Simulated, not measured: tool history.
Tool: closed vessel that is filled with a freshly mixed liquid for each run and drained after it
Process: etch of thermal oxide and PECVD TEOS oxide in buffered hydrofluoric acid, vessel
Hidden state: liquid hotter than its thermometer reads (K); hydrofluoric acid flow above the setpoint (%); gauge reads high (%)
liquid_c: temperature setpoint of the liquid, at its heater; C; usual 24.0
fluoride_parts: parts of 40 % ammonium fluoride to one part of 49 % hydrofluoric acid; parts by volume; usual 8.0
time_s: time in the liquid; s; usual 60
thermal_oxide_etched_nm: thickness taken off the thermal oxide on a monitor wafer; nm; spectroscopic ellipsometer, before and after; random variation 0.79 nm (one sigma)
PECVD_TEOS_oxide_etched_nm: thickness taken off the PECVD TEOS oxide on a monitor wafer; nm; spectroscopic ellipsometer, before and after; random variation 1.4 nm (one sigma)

run	day	liquid_c	fluoride_parts	time_s	wafers since the last listed run	hours since the thermometer was replaced	hours since the hydrofluoric acid flow meter was replaced	hours since the gauge calibration	read-back film thickness of the thermal oxide reference wafer, read on the same gauge (nm)	read-back film thickness of the PECVD TEOS oxide reference wafer, read on the same gauge (nm)	thermal_oxide_etched_nm	PECVD_TEOS_oxide_etched_nm
1	0.000	26.5	8.0	60	0	309.9	457.9	1678.2	49.99	80.00	105.70	228.84
2	2.529	24.0	6.5	60	4505	370.6	518.6	1738.9	50.00	80.03	110.31	242.41
3	3.838	22.0	5.5	45	2330	402.0	550.0	1770.3	49.97	80.00	86.99	189.90
4	6.683	26.0	5.0	45	5069	470.3	618.3	1838.6	49.97	80.01	120.26	256.94
5	9.367	24.0	8.0	60	4780	534.7	682.7	1903.0	50.00	79.99	93.10	205.80
6	12.108	24.0	6.0	75	4884	600.5	748.5	1968.8	50.00	80.02	154.09	335.80
7	15.200	24.0	8.0	60	5507	674.7	822.7	2043.0	50.05	79.97	94.84	207.36
# day 17.700: gauge calibrated
8	17.733	19.0	8.0	60	4513	735.5	883.5	0.8	49.98	80.00	71.96	158.12
9	19.850	28.5	8.0	60	3770	786.3	934.3	51.6	49.99	80.00	120.70	265.63
10	22.379	21.5	8.0	60	4505	847.0	995.0	112.3	49.99	79.98	83.64	185.06
11	24.112	24.0	6.5	50	3087	888.6	1036.6	153.9	50.01	80.00	96.39	213.06
12	25.842	21.0	8.0	80	3080	930.1	1078.1	195.4	49.96	80.02	110.83	240.75
13	27.333	20.5	10.5	40	2657	965.9	1113.9	231.2	49.99	79.98	41.32	90.79
14	30.012	20.0	8.0	35	4773	1030.2	1178.2	295.5	49.95	80.00	45.72	99.76
15	31.662	24.0	6.5	60	2939	1069.8	1217.8	335.1	49.97	79.99	119.95	260.10
16	34.029	24.0	8.0	70	4216	1126.6	1274.6	391.9	49.99	80.00	115.84	251.55
17	36.546	24.0	8.0	60	4483	1187.0	1335.0	452.3	50.06	79.99	100.19	217.22
18	37.621	21.0	8.0	60	1915	1212.8	1360.8	478.1	49.98	79.97	84.51	185.87
# day 38.704: hydrofluoric acid flow meter replaced
19	39.683	28.0	8.0	45	3600	1262.3	23.5	527.6	50.06	79.98	82.33	179.84
20	41.442	22.5	7.0	90	3132	1304.5	65.7	569.8	50.00	80.02	143.23	312.70
21	43.325	24.0	6.0	35	3355	1349.7	110.9	615.0	50.01	79.97	68.66	151.37
22	45.904	22.5	9.5	30	4594	1411.6	172.8	676.9	49.97	80.01	35.46	76.79
23	47.050	28.0	7.0	45	2041	1439.1	200.3	704.4	50.00	79.99	96.72	211.80
# day 47.888: thermometer replaced
24	48.488	24.0	8.0	60	2486	14.4	234.8	738.9	50.01	79.97	88.44	193.15
25	50.796	24.0	8.0	85	4112	69.8	290.2	794.3	50.03	80.00	125.23	274.53

5 ways to go on from here, each from the tool as it stands after run 25. What would each give?
A	50.825	22.5	8.0	60	51	70.5	290.9	795.0	?	?	?	?
B	50.825	26.0	10.5	95	51	70.5	290.9	795.0	?	?	?	?
C	50.825	27.5	7.0	80	51	70.5	290.9	795.0	?	?	?	?
D	50.825	27.5	9.5	45	51	70.5	290.9	795.0	?	?	?	?
E	50.825	24.0	5.5	40	51	70.5	290.9	795.0	?	?	?	?

run	read-back film thickness of the thermal oxide reference wafer, read on the same gauge (nm)	read-back film thickness of the PECVD TEOS oxide reference wafer, read on the same gauge (nm)	thermal_oxide_etched_nm	PECVD_TEOS_oxide_etched_nm
A	49.99	80.02	82.43	178.08
B	49.99	80.02	123.70	267.24
C	49.99	80.02	165.53	357.60
D	49.99	80.02	68.19	147.32
E	49.99	80.02	84.31	182.13
Without the tool's hidden state the same runs would have given:
run	thermal_oxide_etched_nm	PECVD_TEOS_oxide_etched_nm
A	80.14	173.13
B	120.57	260.48
C	161.77	349.48
D	67.03	144.80
E	82.43	178.07
